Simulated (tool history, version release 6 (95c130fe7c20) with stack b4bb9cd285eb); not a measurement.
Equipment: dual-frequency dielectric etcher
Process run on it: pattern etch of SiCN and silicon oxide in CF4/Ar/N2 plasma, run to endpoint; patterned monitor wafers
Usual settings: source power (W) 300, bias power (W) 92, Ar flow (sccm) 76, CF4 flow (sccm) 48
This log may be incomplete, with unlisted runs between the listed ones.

run,hour,source power (W),bias power (W),Ar flow (sccm),CF4 flow (sccm),wafers since the last listed run,hours since the last wet clean,hours since the last source power generator calibration,hours since the last bias power generator calibration,hours since the last Ar flow controller change,hours since the last CF4 flow controller change,hours since the last upper electrode change,"incoming incoming film thickness, nm",endpoint time (s)
1,0.0,300,92,80,44,0,0.5,2881.9,3501.8,3565.7,99.8,2613.0,10.39,15.7
2,63.4,260,114,84,38,1168,63.9,2945.3,3565.2,3629.1,163.2,2676.4,10.43,17.2
3,153.1,300,92,76,48,1653,153.6,3035.0,3654.9,3718.8,252.9,2766.1,10.38,15.4
4,216.9,300,92,76,48,1176,217.4,3098.8,3718.7,3782.6,316.7,2829.9,10.38,15.4
# hour 254.5: Ar flow controller replaced
5,289.3,230,103,66,57,1223,289.8,3171.2,3791.1,34.8,389.1,2902.3,10.41,19.6
# hour 342.6: bias power generator calibrated
6,350.4,300,112,76,36,1052,350.9,3232.3,7.8,95.9,450.2,2963.4,10.34,14.5
7,424.7,300,107,70,48,1369,425.2,3306.6,82.1,170.2,524.5,3037.7,10.43,14.4
8,461.5,260,100,76,58,678,462.0,3343.4,118.9,207.0,561.3,3074.5,10.47,17.3
9,528.9,380,107,60,48,1242,529.4,3410.8,186.3,274.4,628.7,3141.9,10.42,10.8
# hour 619.7: wet clean of the chamber
10,634.9,330,99,76,48,1511,15.2,3516.8,292.3,380.4,734.7,3247.9,10.50,13.7
11,681.6,300,92,76,58,860,61.9,3563.5,339.0,427.1,781.4,3294.6,10.51,15.4
12,750.9,300,92,76,48,1277,131.2,3632.8,408.3,496.4,850.7,3363.9,10.39,15.5
# hour 759.2: source power generator calibrated
13,794.3,300,92,76,48,726,174.6,35.1,451.7,539.8,894.1,3407.3,10.39,15.4
# hour 836.4: upper electrode replaced
14,873.3,300,79,65,48,1013,253.6,114.1,530.7,618.8,973.1,36.9,10.46,16.1
15,917.3,300,92,76,56,811,297.6,158.1,574.7,662.8,1017.1,80.9,10.44,15.2
16,978.4,300,78,90,48,1126,358.7,219.2,635.8,723.9,1078.2,142.0,10.37,16.6
17,1030.0,260,92,67,48,951,410.3,270.8,687.4,775.5,1129.8,193.6,10.47,17.9
18,1104.9,300,92,76,48,1380,485.2,345.7,762.3,850.4,1204.7,268.5,10.38,15.2
# hour 1184.5: wet clean of the chamber
19,1193.4,300,92,76,48,1188,8.9,434.2,850.8,938.9,1293.2,357.0,10.45,15.6
20,1261.9,360,110,59,48,1262,77.4,502.7,919.3,1007.4,1361.7,425.5,10.50,11.6
21,1335.7,300,74,86,48,1360,151.2,576.5,993.1,1081.2,1435.5,499.3,10.35,17.0
22,1371.7,260,92,76,55,663,187.2,612.5,1029.1,1117.2,1471.5,535.3,10.38,17.9
23,1415.5,230,111,94,38,807,231.0,656.3,1072.9,1161.0,1515.3,579.1,10.31,20.3

State the hidden condition of the tool at each of the runs:
source power that arrives over what is set, %: 0 on each run
bias power that arrives over what is set, %: 0 on each run
Ar flow that arrives over what is set, %: 0 on each run
CF4 flow that arrives over what is set, %: 0 on each run
H1: etch rate over this chamber's usual, %
run,H1
1,0.071
2,0.331
3,0.7
4,0.962
5,1.26
6,1.51
7,1.82
8,1.97
9,2.24
10,0.0404
11,0.232
12,0.517
13,0.695
14,1.02
15,1.2
16,1.45
17,1.66
18,1.97
19,0.348
20,0.63
21,0.933
22,1.08
23,1.26

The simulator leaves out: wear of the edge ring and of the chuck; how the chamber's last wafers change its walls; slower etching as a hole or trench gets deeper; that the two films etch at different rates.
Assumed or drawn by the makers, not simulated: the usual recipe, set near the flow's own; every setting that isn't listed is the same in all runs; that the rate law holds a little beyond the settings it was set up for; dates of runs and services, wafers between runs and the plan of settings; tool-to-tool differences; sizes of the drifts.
